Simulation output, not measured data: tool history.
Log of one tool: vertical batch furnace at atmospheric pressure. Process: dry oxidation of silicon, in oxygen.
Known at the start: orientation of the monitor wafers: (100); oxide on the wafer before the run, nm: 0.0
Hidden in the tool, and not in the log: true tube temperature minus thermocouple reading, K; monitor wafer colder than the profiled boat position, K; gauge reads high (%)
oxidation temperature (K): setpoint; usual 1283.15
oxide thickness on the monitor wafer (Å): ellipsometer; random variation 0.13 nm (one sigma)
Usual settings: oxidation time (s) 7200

run	hour	oxidation temperature (K)	oxidation time (s)	wafers since the last listed run	hours since the last temperature calibration	hours since the boat lift was adjusted	hours since the gauge calibration	read-back reference wafer on the same gauge, thickness	oxide thickness on the monitor wafer (Å)
1	0	1290.15	7200	0	1873.5	5178.6	120.9	103.08	939
2	16.1	1290.15	7200	245	1889.6	5194.7	137	103.09	941.2
3	46.9	1283.15	7200	469	1920.4	5225.5	167.8	103.08	882.5
4	64.2	1283.15	7200	263	1937.7	5242.8	185.1	103.07	881.1
5	123.1	1283.15	7200	897	1996.6	5301.7	244	103.13	881.1
6	143.5	1283.15	7200	310	2017	5322.1	264.4	103.1	881.4
7	158.4	1283.15	7200	227	2031.9	5337	279.3	103.09	882.3
8	243.2	1283.15	7200	1292	2116.7	5421.8	364.1	103.04	878.2
9	260.8	1283.15	7200	268	2134.3	5439.4	381.7	103.09	879.9
10	294.7	1283.15	7200	516	2168.2	5473.3	415.6	103.17	880.4
11	321.1	1283.15	7200	402	2194.6	5499.7	442	103.09	880.9
12	344.8	1283.15	8730	361	2218.3	5523.4	465.7	103.07	1005
# hour 361.3: gauge calibrated
# hour 398.9: thermocouples replaced and temperature profile calibrated
13	399.4	1283.15	8730	466	0.5	5578	38.1	103.1	957.2
14	409.7	1265.15	10740	156	10.8	5588.3	48.4	103.08	937.4
15	442	1283.15	10050	492	43.1	5620.6	80.7	103.07	1057.6
16	476	1283.15	7200	518	77.1	5654.6	114.7	103.1	841.8
# hour 501.5: boat lift adjusted
17	502	1267.15	9270	30	103.1	0.5	140.7	103.07	899.1
18	507.2	1283.15	7200	79	108.3	5.7	145.9	103.1	880
19	525.8	1283.15	7200	283	126.9	24.3	164.5	103.08	880.5
20	558.6	1271.15	4890	499	159.7	57.1	197.3	103.1	603.8
21	573.6	1302.15	5010	228	174.7	72.1	212.3	103.05	823.4
22	602.3	1299.15	10320	437	203.4	100.8	241	103.1	1299.7
23	627.3	1275.15	7200	381	228.4	125.8	266	103.14	821.9

The next listed run, before its measurement:
24	644	1283.15	8730	254	245.1	142.5	282.7	?	?

read-back reference wafer on the same gauge, thickness: 103.06
oxide thickness on the monitor wafer (Å): 1009.3
Without the tool's hidden state the same run would have given oxide thickness on the monitor wafer (Å) 995.6.

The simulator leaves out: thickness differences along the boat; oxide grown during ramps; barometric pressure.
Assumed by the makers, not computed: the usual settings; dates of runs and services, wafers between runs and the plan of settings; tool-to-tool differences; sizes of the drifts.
